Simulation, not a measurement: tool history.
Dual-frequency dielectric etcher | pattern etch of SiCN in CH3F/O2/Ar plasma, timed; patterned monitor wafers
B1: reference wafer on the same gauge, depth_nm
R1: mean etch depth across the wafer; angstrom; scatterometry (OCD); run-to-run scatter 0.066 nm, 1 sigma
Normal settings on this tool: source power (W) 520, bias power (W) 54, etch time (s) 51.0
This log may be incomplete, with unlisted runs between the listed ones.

run 1 hour=0.0 | source_power_(W)=520 bias_power_(W)=54 etch_time_(s)=51.0 | B1=19.41 | R1=200.3
run 2 hour=80.5 | source_power_(W)=520 bias_power_(W)=54 etch_time_(s)=51.0 | B1=19.39 | R1=200.1
-- hour=150.5 wet clean of the chamber
run 3 hour=160.3 | source_power_(W)=520 bias_power_(W)=54 etch_time_(s)=51.0 | B1=19.40 | R1=200.4
run 4 hour=234.1 | source_power_(W)=520 bias_power_(W)=54 etch_time_(s)=51.0 | B1=19.40 | R1=199.8
run 5 hour=272.7 | source_power_(W)=520 bias_power_(W)=54 etch_time_(s)=51.0 | B1=19.39 | R1=199.6
run 6 hour=417.6 | source_power_(W)=520 bias_power_(W)=54 etch_time_(s)=51.0 | B1=19.40 | R1=199.0
run 7 hour=699.1 | source_power_(W)=520 bias_power_(W)=54 etch_time_(s)=51.0 | B1=19.41 | R1=200.1
-- hour=721.8 bias power generator calibrated
-- hour=759.5 wet clean of the chamber
run 8 hour=760.0 | source_power_(W)=520 bias_power_(W)=54 etch_time_(s)=51.0 | B1=19.40 | R1=200.8
run 9 hour=837.5 | source_power_(W)=520 bias_power_(W)=54 etch_time_(s)=58.5 | B1=19.41 | R1=230.2
-- hour=939.2 source power generator calibrated
run 10 hour=1159.2 | source_power_(W)=520 bias_power_(W)=60 etch_time_(s)=51.0 | B1=19.40 | R1=204.5
run 11 hour=1224.4 | source_power_(W)=520 bias_power_(W)=60 etch_time_(s)=51.0 | B1=19.40 | R1=202.8
-- hour=1271.2 gauge calibrated
-- hour=1300.3 upper electrode replaced
run 12 hour=1332.0 | source_power_(W)=520 bias_power_(W)=54 etch_time_(s)=51.0 | B1=19.39 | R1=195.1
run 13 hour=1374.4 | source_power_(W)=520 bias_power_(W)=54 etch_time_(s)=51.0 | B1=19.40 | R1=193.7
-- hour=1402.3 source power generator calibrated, repeated, since the last time left the tool worse
-- hour=1408.2 wet clean of the chamber
run 14 hour=1476.9 | source_power_(W)=650 bias_power_(W)=50 etch_time_(s)=51.0 | B1=19.39 | R1=207.1
run 15 hour=1584.1 | source_power_(W)=520 bias_power_(W)=58 etch_time_(s)=51.0 | B1=19.40 | R1=204.5
run 16 hour=1675.1 | source_power_(W)=590 bias_power_(W)=63 etch_time_(s)=37.0 | B1=19.41 | R1=159.4
run 17 hour=1732.6 | source_power_(W)=520 bias_power_(W)=54 etch_time_(s)=51.0 | B1=19.39 | R1=198.3
run 18 hour=1832.3 | source_power_(W)=620 bias_power_(W)=47 etch_time_(s)=60.5 | B1=19.40 | R1=235.7
run 19 hour=1901.3 | source_power_(W)=590 bias_power_(W)=47 etch_time_(s)=61.0 | B1=19.40 | R1=234.3
-- hour=1994.8 wet clean of the chamber
run 20 hour=1995.3 | source_power_(W)=640 bias_power_(W)=50 etch_time_(s)=51.0 | B1=19.40 | R1=206.6
run 21 hour=2088.6 | source_power_(W)=520 bias_power_(W)=49 etch_time_(s)=51.0 | B1=19.40 | R1=192.1
run 22 hour=2187.8 | source_power_(W)=520 bias_power_(W)=54 etch_time_(s)=51.0 | B1=19.40 | R1=199.4
run 23 hour=2259.9 | source_power_(W)=430 bias_power_(W)=54 etch_time_(s)=35.5 | B1=19.41 | R1=130.0
run 24 hour=2358.3 | source_power_(W)=520 bias_power_(W)=46 etch_time_(s)=51.0 | B1=19.41 | R1=186.1
run 25 hour=2408.1 | source_power_(W)=520 bias_power_(W)=44 etch_time_(s)=42.5 | B1=19.39 | R1=152.4
run 26 hour=2487.5 | source_power_(W)=520 bias_power_(W)=54 etch_time_(s)=51.0 | B1=19.40 | R1=198.7
run 27 hour=2543.1 | source_power_(W)=520 bias_power_(W)=54 etch_time_(s)=51.0 | B1=19.42 | R1=199.8
-- hour=2632.4 wet clean of the chamber
run 28 hour=2821.5 | source_power_(W)=520 bias_power_(W)=45 etch_time_(s)=51.0 | B1=19.39 | R1=185.5
run 29 hour=2879.3 | source_power_(W)=440 bias_power_(W)=49 etch_time_(s)=66.0 | B1=19.41 | R1=236.0

Consider 4 possible next runs. They are alternatives, not a sequence: every one starts from the tool as it was left by run 29. What does each give?
run A hour=2879.7 | source_power_(W)=520 bias_power_(W)=40 etch_time_(s)=51.0 | B1=? | R1=?
run B hour=2879.7 | source_power_(W)=520 bias_power_(W)=54 etch_time_(s)=43.5 | B1=? | R1=?
run C hour=2879.7 | source_power_(W)=410 bias_power_(W)=47 etch_time_(s)=46.0 | B1=? | R1=?
run D hour=2879.7 | source_power_(W)=520 bias_power_(W)=66 etch_time_(s)=40.5 | B1=? | R1=?

run=A B1=19.41 R1=176.5
run=B B1=19.41 R1=169.5
run=C B1=19.41 R1=156.9
run=D B1=19.41 R1=171.1
The same runs, with their run-to-run variation unchanged, on a tool lacking any hidden condition would have given:
run=A R1=175.6
run=B R1=168.7
run=C R1=156.2
run=D R1=170.3

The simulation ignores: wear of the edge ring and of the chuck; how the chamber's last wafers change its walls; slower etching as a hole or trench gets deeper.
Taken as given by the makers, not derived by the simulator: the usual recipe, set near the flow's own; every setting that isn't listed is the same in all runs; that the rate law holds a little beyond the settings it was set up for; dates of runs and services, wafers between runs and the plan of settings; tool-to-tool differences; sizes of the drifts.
